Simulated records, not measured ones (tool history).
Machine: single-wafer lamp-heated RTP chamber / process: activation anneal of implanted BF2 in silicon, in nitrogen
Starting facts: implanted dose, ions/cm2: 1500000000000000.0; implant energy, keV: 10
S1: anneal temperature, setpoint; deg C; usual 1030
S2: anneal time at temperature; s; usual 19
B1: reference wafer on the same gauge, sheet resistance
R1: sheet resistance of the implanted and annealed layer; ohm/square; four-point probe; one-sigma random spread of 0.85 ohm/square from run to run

{"run": 1, "hour": 0.0, "S1": 1030, "S2": 19, "B1": 171.81, "R1": 189.19}
{"run": 2, "hour": 31.3, "S1": 1030, "S2": 19, "B1": 171.94, "R1": 189.16}
{"run": 3, "hour": 54.0, "S1": 1030, "S2": 19, "B1": 172.17, "R1": 187.42}
{"run": 4, "hour": 86.4, "S1": 1030, "S2": 19, "B1": 172.43, "R1": 186.7}
{"run": 5, "hour": 111.7, "S1": 1030, "S2": 19, "B1": 172.26, "R1": 187.19}
{"run": 6, "hour": 132.6, "S1": 1030, "S2": 19, "B1": 171.78, "R1": 184.11}
{"run": 7, "hour": 150.5, "S1": 1030, "S2": 19, "B1": 171.85, "R1": 182.22}
{"run": 8, "hour": 167.8, "S1": 1030, "S2": 19, "B1": 171.73, "R1": 181.88}
{"run": 9, "hour": 194.6, "S1": 1030, "S2": 19, "B1": 171.86, "R1": 180.15}
{"hour": 221.4, "done": "pyrometer window cleaned and pyrometer calibrated"}
{"run": 10, "hour": 222.8, "S1": 1030, "S2": 19, "B1": 171.99, "R1": 188.74}
{"run": 11, "hour": 321.0, "S1": 1013, "S2": 19, "B1": 171.78, "R1": 216.38}
{"run": 12, "hour": 348.3, "S1": 1021, "S2": 27, "B1": 172.03, "R1": 180.86}
{"run": 13, "hour": 363.6, "S1": 1021, "S2": 27, "B1": 172.07, "R1": 181.87}
{"run": 14, "hour": 378.9, "S1": 1021, "S2": 27, "B1": 172.03, "R1": 179.53}
{"run": 15, "hour": 407.8, "S1": 1012, "S2": 22, "B1": 171.85, "R1": 204.08}
{"run": 16, "hour": 423.1, "S1": 1044, "S2": 15, "B1": 171.74, "R1": 172.42}
{"hour": 450.7, "done": "gauge calibrated"}
{"run": 17, "hour": 458.1, "S1": 1030, "S2": 19, "B1": 172.01, "R1": 181.75}
{"run": 18, "hour": 487.7, "S1": 1049, "S2": 19, "B1": 172, "R1": 154.09}
{"hour": 501.7, "done": "pyrometer window cleaned and pyrometer calibrated"}
{"run": 19, "hour": 519.0, "S1": 1030, "S2": 19, "B1": 171.49, "R1": 185.07}
{"run": 20, "hour": 548.3, "S1": 1048, "S2": 19, "B1": 171.78, "R1": 162.44}
{"run": 21, "hour": 565.3, "S1": 1011, "S2": 23, "B1": 172.16, "R1": 206.38}
{"run": 22, "hour": 595.7, "S1": 1014, "S2": 10, "B1": 171.73, "R1": 254.86}
{"run": 23, "hour": 614.5, "S1": 1030, "S2": 19, "B1": 172.37, "R1": 184.62}
{"run": 24, "hour": 626.6, "S1": 1040, "S2": 8, "B1": 172.09, "R1": 208.25}
{"hour": 635.7, "done": "reflector plate cleaned"}
{"run": 25, "hour": 658.8, "S1": 1002, "S2": 25, "B1": 172.05, "R1": 225.2}
{"run": 26, "hour": 677.6, "S1": 1030, "S2": 19, "B1": 172.2, "R1": 185.83}
{"run": 27, "hour": 707.9, "S1": 1016, "S2": 13, "B1": 171.84, "R1": 231.57}
{"run": 28, "hour": 726.7, "S1": 1046, "S2": 23, "B1": 171.99, "R1": 154.73}
{"run": 29, "hour": 750.4, "S1": 1030, "S2": 19, "B1": 172.05, "R1": 179.18}
{"run": 30, "hour": 777.5, "S1": 1040, "S2": 13, "B1": 171.64, "R1": 177.18}
{"run": 31, "hour": 796.5, "S1": 1030, "S2": 19, "B1": 172.24, "R1": 176.72}
{"hour": 805.0, "done": "pyrometer window cleaned and pyrometer calibrated"}
{"run": 32, "hour": 813.7, "S1": 1010, "S2": 11, "B1": 172.04, "R1": 265.72}
{"run": 33, "hour": 847.1, "S1": 1030, "S2": 8, "B1": 171.95, "R1": 236.11}
{"run": 34, "hour": 881.4, "S1": 1030, "S2": 8, "B1": 171.81, "R1": 234.37}
{"run": 35, "hour": 903.0, "S1": 1030, "S2": 19, "B1": 172.19, "R1": 189.11}
{"run": 36, "hour": 925.4, "S1": 1030, "S2": 30, "B1": 172.04, "R1": 167.55}
{"run": 37, "hour": 958.2, "S1": 1042, "S2": 14, "B1": 171.66, "R1": 180.14}

Exercise: give the hidden state of the tool at every run:
gauge reads high (%): 0 at every run
H1: true wafer temperature minus pyrometer reading, K
H2: wafer temperature error from the tarnished reflector plate, K
run=1 H1=1.2 H2=2.06
run=2 H1=1.58 H2=2.27
run=3 H1=1.97 H2=2.4
run=4 H1=2.73 H2=2.57
run=5 H1=3.46 H2=2.7
run=6 H1=4.17 H2=2.79
run=7 H1=4.84 H2=2.86
run=8 H1=5.56 H2=2.93
run=9 H1=6.79 H2=3.02
run=10 H1=0.634 H2=3.12
run=11 H1=1.65 H2=3.37
run=12 H1=2.28 H2=3.42
run=13 H1=2.7 H2=3.45
run=14 H1=3.16 H2=3.48
run=15 H1=4.18 H2=3.53
run=16 H1=4.78 H2=3.55
run=17 H1=6.35 H2=3.6
run=18 H1=7.87 H2=3.64
run=19 H1=1.72 H2=3.67
run=20 H1=1.91 H2=3.7
run=21 H1=2.1 H2=3.71
run=22 H1=2.59 H2=3.74
run=23 H1=2.99 H2=3.75
run=24 H1=3.28 H2=3.76
run=25 H1=4.21 H2=0.91
run=26 H1=4.85 H2=1.14
run=27 H1=6.03 H2=1.49
run=28 H1=6.86 H2=1.68
run=29 H1=8 H2=1.91
run=30 H1=9.45 H2=2.14
run=31 H1=10.6 H2=2.3
run=32 H1=0.3 H2=2.43
run=33 H1=0.473 H2=2.65
run=34 H1=0.888 H2=2.86
run=35 H1=1.27 H2=2.98
run=36 H1=1.77 H2=3.09
run=37 H1=2.69 H2=3.24

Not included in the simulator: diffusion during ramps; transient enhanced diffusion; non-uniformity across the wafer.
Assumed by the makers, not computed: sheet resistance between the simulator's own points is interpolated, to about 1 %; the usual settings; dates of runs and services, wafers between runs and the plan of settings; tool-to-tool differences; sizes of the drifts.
